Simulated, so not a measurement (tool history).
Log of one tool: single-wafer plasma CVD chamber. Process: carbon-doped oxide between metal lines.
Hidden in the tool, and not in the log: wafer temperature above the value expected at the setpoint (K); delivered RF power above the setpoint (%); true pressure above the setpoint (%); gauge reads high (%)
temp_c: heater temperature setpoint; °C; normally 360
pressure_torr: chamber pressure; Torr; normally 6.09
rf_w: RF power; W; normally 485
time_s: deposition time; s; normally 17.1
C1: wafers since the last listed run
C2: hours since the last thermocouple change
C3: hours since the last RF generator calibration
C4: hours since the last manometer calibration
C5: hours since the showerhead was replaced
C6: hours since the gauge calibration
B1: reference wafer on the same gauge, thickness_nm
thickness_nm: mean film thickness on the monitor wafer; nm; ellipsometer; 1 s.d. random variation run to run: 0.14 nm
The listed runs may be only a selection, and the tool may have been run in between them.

{"run": 1, "hour": 0.0, "temp_c": 371, "pressure_torr": 6.09, "rf_w": 485, "time_s": 17.1, "C1": 0, "C2": 1782.4, "C3": 1563.4, "C4": 1638.7, "C5": 3310.6, "C6": 316.0, "B1": 91.874, "thickness_nm": 87.215}
{"run": 2, "hour": 16.5, "temp_c": 360, "pressure_torr": 6.09, "rf_w": 485, "time_s": 15.8, "C1": 497, "C2": 1798.9, "C3": 1579.9, "C4": 1655.2, "C5": 3327.1, "C6": 332.5, "B1": 91.96, "thickness_nm": 82.607}
{"run": 3, "hour": 28.5, "temp_c": 360, "pressure_torr": 6.09, "rf_w": 485, "time_s": 17.1, "C1": 361, "C2": 1810.9, "C3": 1591.9, "C4": 1667.2, "C5": 3339.1, "C6": 344.5, "B1": 91.866, "thickness_nm": 89.431}
{"run": 4, "hour": 45.9, "temp_c": 360, "pressure_torr": 6.09, "rf_w": 485, "time_s": 17.1, "C1": 524, "C2": 1828.3, "C3": 1609.3, "C4": 1684.6, "C5": 3356.5, "C6": 361.9, "B1": 91.921, "thickness_nm": 89.023}
{"run": 5, "hour": 69.1, "temp_c": 360, "pressure_torr": 6.09, "rf_w": 485, "time_s": 18.3, "C1": 699, "C2": 1851.5, "C3": 1632.5, "C4": 1707.8, "C5": 3379.7, "C6": 385.1, "B1": 91.894, "thickness_nm": 95.277}
{"run": 6, "hour": 83.9, "temp_c": 360, "pressure_torr": 6.09, "rf_w": 485, "time_s": 18.3, "C1": 446, "C2": 1866.3, "C3": 1647.3, "C4": 1722.6, "C5": 3394.5, "C6": 399.9, "B1": 91.88, "thickness_nm": 95.299}
{"run": 7, "hour": 110.6, "temp_c": 360, "pressure_torr": 6.09, "rf_w": 485, "time_s": 18.3, "C1": 805, "C2": 1893.0, "C3": 1674.0, "C4": 1749.3, "C5": 3421.2, "C6": 426.6, "B1": 91.923, "thickness_nm": 95.032}
{"run": 8, "hour": 137.5, "temp_c": 360, "pressure_torr": 6.09, "rf_w": 485, "time_s": 17.1, "C1": 811, "C2": 1919.9, "C3": 1700.9, "C4": 1776.2, "C5": 3448.1, "C6": 453.5, "B1": 91.939, "thickness_nm": 89.05}
{"run": 9, "hour": 160.4, "temp_c": 360, "pressure_torr": 6.09, "rf_w": 485, "time_s": 17.1, "C1": 690, "C2": 1942.8, "C3": 1723.8, "C4": 1799.1, "C5": 3471.0, "C6": 476.4, "B1": 91.854, "thickness_nm": 88.832}
{"run": 10, "hour": 185.7, "temp_c": 360, "pressure_torr": 6.09, "rf_w": 485, "time_s": 17.1, "C1": 762, "C2": 1968.1, "C3": 1749.1, "C4": 1824.4, "C5": 3496.3, "C6": 501.7, "B1": 91.856, "thickness_nm": 89.045}
{"run": 11, "hour": 220.8, "temp_c": 360, "pressure_torr": 6.09, "rf_w": 485, "time_s": 17.1, "C1": 1058, "C2": 2003.2, "C3": 1784.2, "C4": 1859.5, "C5": 3531.4, "C6": 536.8, "B1": 91.885, "thickness_nm": 88.956}
{"hour": 226.2, "done": "gauge calibrated"}
{"run": 12, "hour": 261.3, "temp_c": 360, "pressure_torr": 6.09, "rf_w": 485, "time_s": 17.1, "C1": 1221, "C2": 2043.7, "C3": 1824.7, "C4": 1900.0, "C5": 3571.9, "C6": 35.1, "B1": 91.896, "thickness_nm": 88.971}
{"run": 13, "hour": 285.2, "temp_c": 360, "pressure_torr": 6.09, "rf_w": 485, "time_s": 17.1, "C1": 720, "C2": 2067.6, "C3": 1848.6, "C4": 1923.9, "C5": 3595.8, "C6": 59.0, "B1": 91.84, "thickness_nm": 89.037}
{"run": 14, "hour": 298.4, "temp_c": 360, "pressure_torr": 6.09, "rf_w": 485, "time_s": 17.1, "C1": 398, "C2": 2080.8, "C3": 1861.8, "C4": 1937.1, "C5": 3609.0, "C6": 72.2, "B1": 91.898, "thickness_nm": 88.851}
{"run": 15, "hour": 328.7, "temp_c": 360, "pressure_torr": 6.09, "rf_w": 575, "time_s": 17.1, "C1": 913, "C2": 2111.1, "C3": 1892.1, "C4": 1967.4, "C5": 3639.3, "C6": 102.5, "B1": 91.927, "thickness_nm": 96.108}
{"run": 16, "hour": 356.9, "temp_c": 360, "pressure_torr": 4.74, "rf_w": 485, "time_s": 17.1, "C1": 850, "C2": 2139.3, "C3": 1920.3, "C4": 1995.6, "C5": 3667.5, "C6": 130.7, "B1": 91.895, "thickness_nm": 87.269}
{"run": 17, "hour": 387.9, "temp_c": 370, "pressure_torr": 6.09, "rf_w": 535, "time_s": 17.1, "C1": 934, "C2": 2170.3, "C3": 1951.3, "C4": 2026.6, "C5": 3698.5, "C6": 161.7, "B1": 91.887, "thickness_nm": 91.114}
{"hour": 401.1, "done": "thermocouple changed; heater temperature recalibrated"}
{"run": 18, "hour": 417.7, "temp_c": 360, "pressure_torr": 4.89, "rf_w": 485, "time_s": 17.1, "C1": 657, "C2": 16.6, "C3": 1981.1, "C4": 2056.4, "C5": 3728.3, "C6": 191.5, "B1": 91.874, "thickness_nm": 87.376}
{"run": 19, "hour": 452.1, "temp_c": 360, "pressure_torr": 6.09, "rf_w": 485, "time_s": 18.4, "C1": 1037, "C2": 51.0, "C3": 2015.5, "C4": 2090.8, "C5": 3762.7, "C6": 225.9, "B1": 91.913, "thickness_nm": 95.443}
{"hour": 471.0, "done": "RF generator calibrated"}
{"hour": 473.0, "done": "showerhead replaced"}
{"run": 20, "hour": 473.6, "temp_c": 360, "pressure_torr": 6.09, "rf_w": 485, "time_s": 17.1, "C1": 345, "C2": 72.5, "C3": 2.6, "C4": 2112.3, "C5": 0.6, "C6": 247.4, "B1": 91.875, "thickness_nm": 90.444}
{"run": 21, "hour": 493.6, "temp_c": 360, "pressure_torr": 6.09, "rf_w": 485, "time_s": 17.1, "C1": 603, "C2": 92.5, "C3": 22.6, "C4": 2132.3, "C5": 20.6, "C6": 267.4, "B1": 91.85, "thickness_nm": 90.537}
{"hour": 511.9, "done": "capacitance manometer re-zeroed and calibrated"}
{"run": 22, "hour": 515.2, "temp_c": 374, "pressure_torr": 6.09, "rf_w": 520, "time_s": 20.1, "C1": 410, "C2": 114.1, "C3": 44.2, "C4": 3.3, "C5": 42.2, "C6": 289.0, "B1": 91.923, "thickness_nm": 105.806}
{"run": 23, "hour": 596.2, "temp_c": 360, "pressure_torr": 7.08, "rf_w": 485, "time_s": 17.1, "C1": 2442, "C2": 195.1, "C3": 125.2, "C4": 84.3, "C5": 123.2, "C6": 370.0, "B1": 91.87, "thickness_nm": 91.316}
{"run": 24, "hour": 624.9, "temp_c": 346, "pressure_torr": 6.48, "rf_w": 485, "time_s": 18.1, "C1": 865, "C2": 223.8, "C3": 153.9, "C4": 113.0, "C5": 151.9, "C6": 398.7, "B1": 91.903, "thickness_nm": 99.185}
{"run": 25, "hour": 643.9, "temp_c": 371, "pressure_torr": 7.2, "rf_w": 405, "time_s": 15.3, "C1": 572, "C2": 242.8, "C3": 172.9, "C4": 132.0, "C5": 170.9, "C6": 417.7, "B1": 91.926, "thickness_nm": 73.369}
{"run": 26, "hour": 660.3, "temp_c": 360, "pressure_torr": 6.09, "rf_w": 485, "time_s": 17.1, "C1": 494, "C2": 259.2, "C3": 189.3, "C4": 148.4, "C5": 187.3, "C6": 434.1, "B1": 91.884, "thickness_nm": 90.223}
{"run": 27, "hour": 693.7, "temp_c": 360, "pressure_torr": 7.61, "rf_w": 510, "time_s": 14.6, "C1": 1007, "C2": 292.6, "C3": 222.7, "C4": 181.8, "C5": 220.7, "C6": 467.5, "B1": 91.87, "thickness_nm": 79.849}
{"run": 28, "hour": 726.4, "temp_c": 346, "pressure_torr": 5.58, "rf_w": 395, "time_s": 20.5, "C1": 986, "C2": 325.3, "C3": 255.4, "C4": 214.5, "C5": 253.4, "C6": 500.2, "B1": 91.873, "thickness_nm": 100.651}

What if the next run were any one of these 5? Each begins from the tool's condition after run 28:
{"run": "A", "hour": 726.8, "temp_c": 360, "pressure_torr": 6.09, "rf_w": 485, "time_s": 17.1, "C1": 12, "C2": 325.7, "C3": 255.8, "C4": 214.9, "C5": 253.8, "C6": 500.6, "B1": "?", "thickness_nm": "?"}
{"run": "B", "hour": 726.8, "temp_c": 360, "pressure_torr": 6.09, "rf_w": 435, "time_s": 17.1, "C1": 12, "C2": 325.7, "C3": 255.8, "C4": 214.9, "C5": 253.8, "C6": 500.6, "B1": "?", "thickness_nm": "?"}
{"run": "C", "hour": 726.8, "temp_c": 360, "pressure_torr": 6.09, "rf_w": 395, "time_s": 14.1, "C1": 12, "C2": 325.7, "C3": 255.8, "C4": 214.9, "C5": 253.8, "C6": 500.6, "B1": "?", "thickness_nm": "?"}
{"run": "D", "hour": 726.8, "temp_c": 365, "pressure_torr": 7.37, "rf_w": 405, "time_s": 15.4, "C1": 12, "C2": 325.7, "C3": 255.8, "C4": 214.9, "C5": 253.8, "C6": 500.6, "B1": "?", "thickness_nm": "?"}
{"run": "E", "hour": 726.8, "temp_c": 349, "pressure_torr": 5.38, "rf_w": 440, "time_s": 20.4, "C1": 12, "C2": 325.7, "C3": 255.8, "C4": 214.9, "C5": 253.8, "C6": 500.6, "B1": "?", "thickness_nm": "?"}

run=A B1=91.923 thickness_nm=90.402
run=B B1=91.923 thickness_nm=86.068
run=C B1=91.923 thickness_nm=67.952
run=D B1=91.923 thickness_nm=75.047
run=E B1=91.923 thickness_nm=104.720
Without the tool's unlogged condition, the same runs would have read:
run=A thickness_nm=91.042
run=B thickness_nm=86.773
run=C thickness_nm=68.509
run=D thickness_nm=75.662
run=E thickness_nm=105.579

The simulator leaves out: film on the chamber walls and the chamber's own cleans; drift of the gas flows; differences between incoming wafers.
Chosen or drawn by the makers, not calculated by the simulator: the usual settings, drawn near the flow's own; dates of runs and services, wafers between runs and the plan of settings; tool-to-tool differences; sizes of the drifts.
